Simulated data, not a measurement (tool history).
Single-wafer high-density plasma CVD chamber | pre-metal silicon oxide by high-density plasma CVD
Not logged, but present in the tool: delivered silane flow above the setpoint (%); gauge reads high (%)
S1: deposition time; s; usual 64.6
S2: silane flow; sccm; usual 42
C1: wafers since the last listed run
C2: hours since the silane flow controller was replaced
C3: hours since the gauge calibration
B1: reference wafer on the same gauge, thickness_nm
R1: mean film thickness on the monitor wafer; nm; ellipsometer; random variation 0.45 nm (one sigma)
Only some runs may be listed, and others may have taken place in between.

| run | day | S1 | S2 | C1 | C2 | C3 | B1 | R1 |
|---|---|---|---|---|---|---|---|---|
| 1 | 0.000 | 64.6 | 42 | 0 | 4949.1 | 228.5 | 256.820 | 307.738 |
| 2 | 1.017 | 71.2 | 40 | 393 | 4973.5 | 252.9 | 257.064 | 326.816 |
| 3 | 2.321 | 71.2 | 40 | 504 | 5004.8 | 284.2 | 256.865 | 327.072 |
| 4 | 3.162 | 55.8 | 42 | 325 | 5025.0 | 304.4 | 257.071 | 266.170 |
| 5 | 4.433 | 64.6 | 42 | 491 | 5055.5 | 334.9 | 257.080 | 307.579 |
| 6 | 5.508 | 64.6 | 42 | 415 | 5081.3 | 360.7 | 256.940 | 307.480 |
| 7 | 6.612 | 64.6 | 42 | 427 | 5107.8 | 387.2 | 256.923 | 308.246 |
|  | 9.579 | gauge calibrated |
| 8 | 9.938 | 64.6 | 42 | 1286 | 5187.6 | 8.6 | 256.969 | 309.124 |
| 9 | 10.475 | 64.6 | 42 | 207 | 5200.5 | 21.5 | 257.121 | 308.718 |
| 10 | 11.654 | 64.6 | 42 | 456 | 5228.8 | 49.8 | 256.947 | 309.023 |
|  | 12.079 | silane flow controller replaced |
| 11 | 12.629 | 64.6 | 42 | 248 | 13.2 | 73.2 | 257.063 | 314.832 |
| 12 | 14.025 | 60.5 | 48 | 540 | 46.7 | 106.7 | 257.058 | 326.399 |
| 13 | 15.262 | 68.4 | 34 | 478 | 76.4 | 136.4 | 256.816 | 285.594 |
| 14 | 15.833 | 64.6 | 39 | 220 | 90.1 | 150.1 | 257.048 | 298.332 |
| 15 | 16.788 | 55.8 | 42 | 369 | 113.0 | 173.0 | 256.925 | 272.304 |
|  | 17.371 | silane flow controller replaced, repeated, since the last time left the tool worse |
| 16 | 17.700 | 64.6 | 42 | 224 | 7.9 | 194.9 | 256.993 | 298.002 |
| 17 | 18.929 | 64.6 | 35 | 475 | 37.4 | 224.4 | 256.900 | 260.178 |
| 18 | 19.862 | 54.6 | 38 | 361 | 59.8 | 246.8 | 257.074 | 233.283 |
| 19 | 21.229 | 75.3 | 39 | 528 | 92.6 | 279.6 | 256.784 | 328.420 |
| 20 | 22.300 | 55.8 | 42 | 414 | 118.3 | 305.3 | 257.058 | 257.675 |
| 21 | 23.542 | 52.8 | 49 | 480 | 148.1 | 335.1 | 257.018 | 273.493 |

What will run 22 give?
| 22 | 24.538 | 64.6 | 36 | 385 | 172.0 | 359.0 | ? | ? |

B1: 257.087
R1: 266.041 nm
With the hidden condition absent and the run-to-run variation left alone, this run would have shown R1 265.582 nm.

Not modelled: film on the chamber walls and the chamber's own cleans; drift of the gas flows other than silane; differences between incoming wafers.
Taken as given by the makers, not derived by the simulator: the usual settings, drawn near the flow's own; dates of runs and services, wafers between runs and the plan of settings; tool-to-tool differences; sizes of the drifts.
